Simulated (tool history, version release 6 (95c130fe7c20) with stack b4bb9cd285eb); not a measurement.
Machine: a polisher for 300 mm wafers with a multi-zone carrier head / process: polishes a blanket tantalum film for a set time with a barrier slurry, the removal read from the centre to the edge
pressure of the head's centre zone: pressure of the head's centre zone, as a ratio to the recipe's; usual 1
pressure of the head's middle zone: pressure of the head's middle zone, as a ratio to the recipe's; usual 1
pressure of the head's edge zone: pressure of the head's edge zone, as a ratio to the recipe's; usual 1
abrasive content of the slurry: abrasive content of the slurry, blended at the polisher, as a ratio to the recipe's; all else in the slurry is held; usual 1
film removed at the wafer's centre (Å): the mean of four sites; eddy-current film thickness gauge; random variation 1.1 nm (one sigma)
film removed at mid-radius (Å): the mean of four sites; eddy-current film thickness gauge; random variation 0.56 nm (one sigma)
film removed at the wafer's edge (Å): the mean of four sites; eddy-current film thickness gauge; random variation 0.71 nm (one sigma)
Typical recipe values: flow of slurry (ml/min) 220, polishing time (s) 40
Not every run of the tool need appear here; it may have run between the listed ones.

run	hour	flow of slurry (ml/min)	pressure of the head's centre zone	pressure of the head's middle zone	pressure of the head's edge zone	abrasive content of the slurry	polishing time (s)	wafers since the last listed run	wafers polished on this pad	hours since the slurry nozzle was cleaned	hours since the centre zone pressure was calibrated	hours since the edge zone pressure was calibrated	hours since the carrier head's membrane was replaced	incoming thickness of the incoming film, nm	film removed at the wafer's centre (Å)	film removed at mid-radius (Å)	film removed at the wafer's edge (Å)
1	0	220	1	1	1	1	40	0	6005	812.3	714.2	224.6	690.9	242.4	749	726	725
# hour 13.9: worn pad replaced by a new one
2	91.9	220	1	1	1	1	40	1415	1257	904.2	806.1	316.5	782.8	237.9	760	764	763
# hour 124: slurry nozzle cleaned
# hour 180.3: carrier head's membrane replaced by a new one
3	187.5	220	1	1	1	1	40	1443	2700	63.5	901.7	412.1	7.2	239.7	733	724	747
# hour 196.6: edge zone pressure recalibrated
# hour 412.4: worn pad replaced by a new one
4	450.7	220	1	1	1	1	40	4143	616	326.7	1164.9	254.1	270.4	240.9	802	796	783
5	504.8	220	1	1	1	1	40	871	1487	380.8	1219	308.2	324.5	242.9	774	761	762
# hour 598.5: edge zone pressure recalibrated
6	631.3	220	1	1	1	1.1	40	2005	3493	507.3	1345.5	32.8	451	240.1	760	755	753
# hour 797.1: centre zone pressure recalibrated
# hour 817.7: worn pad replaced by a new one
7	824.4	220	1	1	1	1.1	40	3014	108	700.4	27.3	225.9	644.1	240.4	851	843	839
8	926.3	220	1	1	1	1.1	40	1641	1750	802.3	129.2	327.8	746	240.6	810	786	785
# hour 965: slurry nozzle cleaned
9	975.1	220	1	1	1.02	1.15	40	770	2520	10.1	178	376.6	794.8	236.2	804	781	789
# hour 1026.2: carrier head's membrane replaced by a new one
10	1051.5	220	1.06	1	0.91	0.75	47	1150	3670	86.5	254.4	453	25.3	235.4	864	805	760
# hour 1091.1: edge zone pressure recalibrated
11	1126.8	220	1	1.11	1.11	1	40	1180	4851	161.8	329.7	35.7	100.6	238.5	759	811	776
12	1195.7	195	0.94	1	1	1.25	40	1109	5961	230.7	398.6	104.6	169.5	239.8	705	761	748
13	1247.2	270	1	1	1.06	1	40	829	6790	282.2	450.1	156.1	221	235.5	754	750	757
# hour 1254.9: worn pad replaced by a new one
14	1296.8	220	1	1	1	1	40	734	675	331.8	499.7	205.7	270.6	240.1	801	774	788
15	1354	220	0.9	1	0.89	1	40	921	1597	389	556.9	262.9	327.8	244.4	672	748	727
16	1432.3	220	1	1.12	1	1	40	1261	2858	467.3	635.2	341.2	406.1	240.9	737	810	726
# hour 1580.6: edge zone pressure recalibrated
17	1632	250	1	1	1	1	34	3184	6043	667	834.9	51.4	605.8	242.2	625	610	605
# hour 1663.4: worn pad replaced by a new one
18	1678.1	220	1.06	1	0.91	0.75	47	678	236	713.1	881	97.5	651.9	240.8	959	868	848
19	1771.4	220	1	1	1	1.25	40	1502	1739	806.4	974.3	190.8	745.2	238.4	822	818	814
20	1852.3	220	1	1	1.07	1	40	1303	3043	887.3	1055.2	271.7	826.1	240.9	771	737	763
# hour 1887.6: carrier head's membrane replaced by a new one
21	1924.5	220	0.89	1	0.92	1	52	1082	4125	959.5	1127.4	343.9	36.9	242.1	845	958	912

What if the next run were any one of these 4? Each begins from the tool's condition after run 21:
A	1924.9	220	1	1	1	1	40	6	4132	959.9	1127.8	344.3	37.3	241	?	?	?
B	1924.9	220	1.11	1	0.92	0.9	40	6	4132	959.9	1127.8	344.3	37.3	241	?	?	?
C	1924.9	220	1	1.03	0.88	1	54	6	4132	959.9	1127.8	344.3	37.3	241	?	?	?
D	1924.9	220	0.93	1	1	1	40	6	4132	959.9	1127.8	344.3	37.3	241	?	?	?

run	film removed at the wafer's centre (Å)	film removed at mid-radius (Å)	film removed at the wafer's edge (Å)
A	751	729	733
B	812	709	685
C	1015	1009	931
D	698	730	733
Stripped of hidden state, with their random variation kept, the same runs would have yielded:
run	film removed at the wafer's centre (Å)	film removed at mid-radius (Å)	film removed at the wafer's edge (Å)
A	846	821	825
B	914	798	771
C	1143	1137	1049
D	786	822	825
